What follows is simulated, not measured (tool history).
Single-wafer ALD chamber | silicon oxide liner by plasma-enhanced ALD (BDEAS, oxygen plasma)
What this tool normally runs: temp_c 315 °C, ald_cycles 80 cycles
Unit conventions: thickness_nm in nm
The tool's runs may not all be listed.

| run | hour | temp_c | ald_cycles | wafers since the last listed run | hours since the last thermocouple change | hours since the gauge calibration | read-back reference wafer on the same gauge, thickness_nm | thickness_nm |
|---|---|---|---|---|---|---|---|---|
| 1 | 0.0 | 315 | 80 | 0 | 708.6 | 449.4 | 5.941 | 6.823 |
| 2 | 29.2 | 315 | 80 | 154 | 737.8 | 478.6 | 5.944 | 6.799 |
| 3 | 57.3 | 315 | 80 | 148 | 765.9 | 506.7 | 5.949 | 6.802 |
| 4 | 70.8 | 303 | 80 | 71 | 779.4 | 520.2 | 5.950 | 6.926 |
| 5 | 95.7 | 303 | 80 | 131 | 804.3 | 545.1 | 5.950 | 6.945 |
| 6 | 112.7 | 315 | 80 | 89 | 821.3 | 562.1 | 5.952 | 6.826 |
| 7 | 137.5 | 315 | 80 | 131 | 846.1 | 586.9 | 5.952 | 6.840 |
| 8 | 169.3 | 315 | 87 | 168 | 877.9 | 618.7 | 5.957 | 7.445 |
| 9 | 223.3 | 315 | 87 | 285 | 931.9 | 672.7 | 5.969 | 7.429 |
| 10 | 236.7 | 315 | 87 | 70 | 945.3 | 686.1 | 5.967 | 7.414 |
| 11 | 265.2 | 315 | 85 | 150 | 973.8 | 714.6 | 5.970 | 7.253 |
| 12 | 288.8 | 315 | 85 | 124 | 997.4 | 738.2 | 5.970 | 7.272 |
| 13 | 311.8 | 315 | 85 | 121 | 1020.4 | 761.2 | 5.974 | 7.252 |
| 14 | 345.0 | 315 | 80 | 175 | 1053.6 | 794.4 | 5.979 | 6.835 |
| 15 | 372.2 | 315 | 80 | 143 | 1080.8 | 821.6 | 5.981 | 6.840 |
| 16 | 386.0 | 315 | 80 | 73 | 1094.6 | 835.4 | 5.982 | 6.847 |
|  | 392.1 | gauge calibrated |
|  | 413.1 | thermocouple changed; heater temperature recalibrated |
| 17 | 413.6 | 315 | 80 | 103 | 0.5 | 21.5 | 5.871 | 6.730 |
| 18 | 434.1 | 315 | 80 | 108 | 21.0 | 42.0 | 5.871 | 6.716 |
| 19 | 466.6 | 315 | 80 | 171 | 53.5 | 74.5 | 5.871 | 6.736 |
| 20 | 486.3 | 315 | 76 | 104 | 73.2 | 94.2 | 5.878 | 6.380 |
| 21 | 520.6 | 322 | 65 | 181 | 107.5 | 128.5 | 5.881 | 5.439 |
| 22 | 552.5 | 321 | 92 | 168 | 139.4 | 160.4 | 5.883 | 7.670 |
| 23 | 580.5 | 329 | 93 | 148 | 167.4 | 188.4 | 5.888 | 7.659 |
| 24 | 595.0 | 315 | 80 | 76 | 181.9 | 202.9 | 5.886 | 6.746 |
| 25 | 626.7 | 308 | 67 | 167 | 213.6 | 234.6 | 5.891 | 5.721 |
| 26 | 651.8 | 309 | 88 | 132 | 238.7 | 259.7 | 5.898 | 7.503 |
| 27 | 672.1 | 320 | 87 | 107 | 259.0 | 280.0 | 5.896 | 7.308 |
| 28 | 726.4 | 315 | 80 | 287 | 313.3 | 334.3 | 5.901 | 6.773 |
| 29 | 749.9 | 315 | 80 | 124 | 336.8 | 357.8 | 5.904 | 6.768 |
| 30 | 772.3 | 327 | 90 | 118 | 359.2 | 380.2 | 5.908 | 7.459 |
| 31 | 848.6 | 326 | 80 | 403 | 435.5 | 456.5 | 5.918 | 6.645 |
| 32 | 867.6 | 303 | 80 | 100 | 454.5 | 475.5 | 5.916 | 6.877 |
| 33 | 900.6 | 309 | 68 | 174 | 487.5 | 508.5 | 5.925 | 5.837 |
| 34 | 928.0 | 306 | 85 | 145 | 514.9 | 535.9 | 5.927 | 7.316 |

Predict each of these 3 candidate next runs independently; none follows another, all start after run 34:
| A | 928.5 | 315 | 80 | 2 | 515.4 | 536.4 | ? | ? |
| B | 928.5 | 321 | 93 | 2 | 515.4 | 536.4 | ? | ? |
| C | 928.5 | 311 | 70 | 2 | 515.4 | 536.4 | ? | ? |

| run | read-back reference wafer on the same gauge, thickness_nm | thickness_nm |
|---|---|---|
| A | 5.927 | 6.798 |
| B | 5.927 | 7.825 |
| C | 5.927 | 5.987 |
Take away the tool's hidden state, keep each run's random variation, and the runs would have read:
| run | thickness_nm |
|---|---|
| A | 6.745 |
| B | 7.764 |
| C | 5.940 |

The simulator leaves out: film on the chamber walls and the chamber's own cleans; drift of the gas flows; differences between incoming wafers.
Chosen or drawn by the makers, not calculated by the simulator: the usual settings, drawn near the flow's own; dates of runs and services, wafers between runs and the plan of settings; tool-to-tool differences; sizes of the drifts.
